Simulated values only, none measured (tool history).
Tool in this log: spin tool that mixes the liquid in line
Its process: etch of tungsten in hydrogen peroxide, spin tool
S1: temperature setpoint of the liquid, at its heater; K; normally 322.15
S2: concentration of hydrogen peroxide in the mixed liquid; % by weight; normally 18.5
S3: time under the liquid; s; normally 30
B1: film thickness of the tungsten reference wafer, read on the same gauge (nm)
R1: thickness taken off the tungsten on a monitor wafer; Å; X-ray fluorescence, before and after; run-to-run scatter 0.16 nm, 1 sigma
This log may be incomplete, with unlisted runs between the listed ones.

Run 1, day 0: usual settings but S2 16.5 % by weight; B1 49.97. Result: R1 264.1 Å.
Run 2, day 0.542: usual settings but S1 329.15 K, S2 17 % by weight; B1 50. Result: R1 405.3 Å.
Run 3, day 0.896: usual settings but S2 17 % by weight; B1 50. Result: R1 269.1 Å.
Run 4, day 1.379: usual settings but S2 17 % by weight; B1 50. Result: R1 264.6 Å.
Run 5, day 2.029: usual settings but S1 317.65 K, S2 16 % by weight; B1 50. Result: R1 195.7 Å.
At day 2.075: thermometer replaced.
Run 6, day 2.442: usual settings; B1 50.01. Result: R1 278.9 Å.
Run 7, day 4.579: usual settings; B1 50. Result: R1 275.2 Å.
At day 5.158: gauge calibrated.
Run 8, day 5.288: usual settings but S3 35 s; B1 50.02. Result: R1 322.7 Å.
At day 5.333: peroxide flow meter replaced.
Run 9, day 5.962: usual settings but S3 35 s; B1 50. Result: R1 325.9 Å.
Run 10, day 6.371: usual settings; B1 50.01. Result: R1 277.6 Å.
Run 11, day 6.692: usual settings but S2 21.5 % by weight, S3 15 s; B1 50. Result: R1 151.7 Å.
Run 12, day 7.029: usual settings but S1 327.65 K, S2 14 % by weight; B1 50.01. Result: R1 340.7 Å.
At day 8.138: heated supply line repaired.
Run 13, day 9.179: usual settings; B1 50.01. Result: R1 278.8 Å.
Run 14, day 9.692: usual settings but S1 329.65 K, S2 15 % by weight, S3 35 s; B1 50. Result: R1 452.2 Å.
Run 15, day 10.138: usual settings but S1 328.15 K, S3 45 s; B1 49.99. Result: R1 599.7 Å.
Run 16, day 10.604: usual settings but S1 318.65 K, S3 35 s; B1 49.97. Result: R1 261 Å.
At day 11.296: new drum of peroxide connected.
Run 17, day 11.875: usual settings; B1 50.03. Result: R1 278.7 Å.
Run 18, day 12.329: usual settings but S1 316.15 K, S2 16.5 % by weight, S3 35 s; B1 50. Result: R1 210 Å.
Run 19, day 12.792: usual settings; B1 50. Result: R1 275.1 Å.
Run 20, day 13.488: usual settings but S1 326.65 K, S2 22 % by weight; B1 50.01. Result: R1 397.1 Å.
Run 21, day 13.921: usual settings but S1 319.15 K, S2 21.5 % by weight, S3 20 s; B1 50.01. Result: R1 166.6 Å.
Run 22, day 14.371: usual settings but S2 16.5 % by weight, S3 20 s; B1 49.98. Result: R1 175.5 Å.
Run 23, day 14.929: usual settings but S1 314.15 K, S2 14 % by weight; B1 50.03. Result: R1 145.6 Å.
Run 24, day 15.629: usual settings but S1 327.65 K, S2 14 % by weight; B1 49.97. Result: R1 338.7 Å.
Run 25, day 16.288: usual settings but S1 314.65 K, S2 22 % by weight; B1 50. Result: R1 188.7 Å.
Run 26, day 16.708: usual settings; B1 50. Result: R1 281.1 Å.
Run 27, day 17.117: usual settings; B1 50. Result: R1 277.1 Å.

3 options for the next run, each taken on its own from the tool as it stands now. Forecast them:
Run A, day 17.133: usual settings; B1 ?. Result: R1 ?.
Run B, day 17.133: usual settings but S1 328.15 K, S2 21 % by weight; B1 ?. Result: R1 ?.
Run C, day 17.133: usual settings but S1 326.15 K, S2 13.5 % by weight, S3 20 s; B1 ?. Result: R1 ?.

run     B1     R1
  A  50.01  280.4
  B  50.01  429.1
  C  50.01  203.6
With the hidden condition removed and each run's random variation left untouched, the same runs would have given:
run     R1
  A  280.4
  B  429.1
  C  203.6

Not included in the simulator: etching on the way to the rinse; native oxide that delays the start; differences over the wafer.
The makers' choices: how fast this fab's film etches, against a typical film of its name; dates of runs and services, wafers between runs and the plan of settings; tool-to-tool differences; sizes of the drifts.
